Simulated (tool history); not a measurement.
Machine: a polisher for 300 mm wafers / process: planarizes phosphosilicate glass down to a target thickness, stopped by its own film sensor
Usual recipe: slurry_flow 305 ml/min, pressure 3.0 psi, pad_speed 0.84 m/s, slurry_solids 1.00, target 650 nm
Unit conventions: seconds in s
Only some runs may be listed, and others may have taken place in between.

run,hour,slurry_flow,pressure,pad_speed,slurry_solids,target,wafers since the last listed run,wafers polished on this pad,hours since the slurry nozzle was cleaned,hours since the head pressure was calibrated,hours since the slurry blender was calibrated,hours since the conditioning disc was replaced,"incoming thickness of the incoming film, nm",seconds
1,0.0,305,3.3,0.84,1.00,533,0,49,308.4,1007.4,340.9,30.2,1404.8,120.5
2,53.8,305,3.0,0.84,1.00,650,401,451,362.2,1061.2,394.7,84.0,1406.2,119.4
3,66.8,305,3.0,0.70,1.00,650,97,548,375.2,1074.2,407.7,97.0,1374.5,129.1
# hour 91.2: conditioning disc replaced and pad reconditioned
# hour 118.3: worn pad replaced by a new one
4,118.8,305,3.0,0.70,1.00,650,343,3,427.2,1126.2,459.7,27.6,1385.1,131.7
5,123.6,305,3.0,0.70,1.00,650,35,39,432.0,1131.0,464.5,32.4,1404.5,134.9
# hour 145.7: slurry nozzle cleaned
6,146.4,355,3.0,0.84,0.70,787,162,202,0.7,1153.8,487.3,55.2,1385.5,118.5
7,158.2,240,4.0,0.84,1.00,650,88,290,12.5,1165.6,499.1,67.0,1404.3,97.8
# hour 162.9: slurry blender recalibrated
8,173.4,245,3.0,0.84,1.00,650,98,388,27.7,1180.8,10.5,82.2,1404.7,129.4
# hour 181.7: head pressure recalibrated
9,190.9,305,3.0,0.84,1.10,790,115,504,45.2,9.2,28.0,99.7,1397.9,94.4
10,203.2,305,3.8,0.74,1.20,650,91,596,57.5,21.5,40.3,112.0,1383.7,96.9
# hour 205.5: conditioning disc replaced and pad reconditioned
11,213.7,375,3.5,0.84,1.00,650,63,659,68.0,32.0,50.8,8.2,1409.1,105.2
12,227.6,225,2.5,0.66,1.00,547,103,763,81.9,45.9,64.7,22.1,1398.1,216.7
# hour 239.8: worn pad replaced by a new one
13,241.0,305,2.6,1.08,1.00,650,70,8,95.3,59.3,78.1,35.5,1372.3,121.0
14,252.8,215,3.0,0.84,1.00,650,88,96,107.1,71.1,89.9,47.3,1365.0,134.0
15,262.0,360,3.4,1.12,0.75,650,68,165,116.3,80.3,99.1,56.5,1385.5,105.7
16,283.8,305,3.0,0.84,1.20,650,162,328,138.1,102.1,120.9,78.3,1391.5,115.7
# hour 292.8: slurry nozzle cleaned, repeated, since the last time left the tool worse
# hour 311.9: conditioning disc replaced and pad reconditioned
17,328.9,305,3.0,0.76,0.85,650,314,642,36.1,147.2,166.0,17.0,1387.0,131.3
18,337.1,305,2.5,0.84,1.30,891,61,703,44.3,155.4,174.2,25.2,1402.7,83.4
19,350.5,305,3.0,0.84,1.00,650,100,803,57.7,168.8,187.6,38.6,1416.4,116.6
20,359.6,360,2.6,0.66,1.00,650,67,871,66.8,177.9,196.7,47.7,1401.6,154.5
21,374.2,305,3.0,0.84,1.00,650,108,980,81.4,192.5,211.3,62.3,1377.7,112.0
# hour 389.5: worn pad replaced by a new one
22,389.9,305,3.0,1.06,1.00,739,87,2,97.1,208.2,227.0,78.0,1380.4,82.3
23,396.6,305,3.0,0.84,1.00,650,50,52,103.8,214.9,233.7,84.7,1386.6,111.0
24,414.2,270,3.0,1.00,0.85,650,131,184,121.4,232.5,251.3,102.3,1399.0,112.1
# hour 424.5: conditioning disc replaced and pad reconditioned
25,426.3,350,2.1,0.66,1.00,878,75,259,133.5,244.6,263.4,1.8,1388.0,129.3
26,436.3,365,2.3,0.84,1.30,650,74,334,143.5,254.6,273.4,11.8,1391.0,129.2

Below are 3 alternative next runs, each starting from the tool's condition after run 26. Predict each:
A,436.7,305,3.0,0.84,1.00,650,2,337,143.9,255.0,273.8,12.2,1388.2,?
B,436.7,305,3.5,0.84,1.00,563,2,337,143.9,255.0,273.8,12.2,1388.2,?
C,436.7,240,3.0,0.84,1.00,650,2,337,143.9,255.0,273.8,12.2,1388.2,?

run,seconds
A,111.7
B,107.1
C,115.1
Stripped of hidden state, with their random variation kept, the same runs would have yielded:
run,seconds
A,110.7
B,106.0
C,113.6
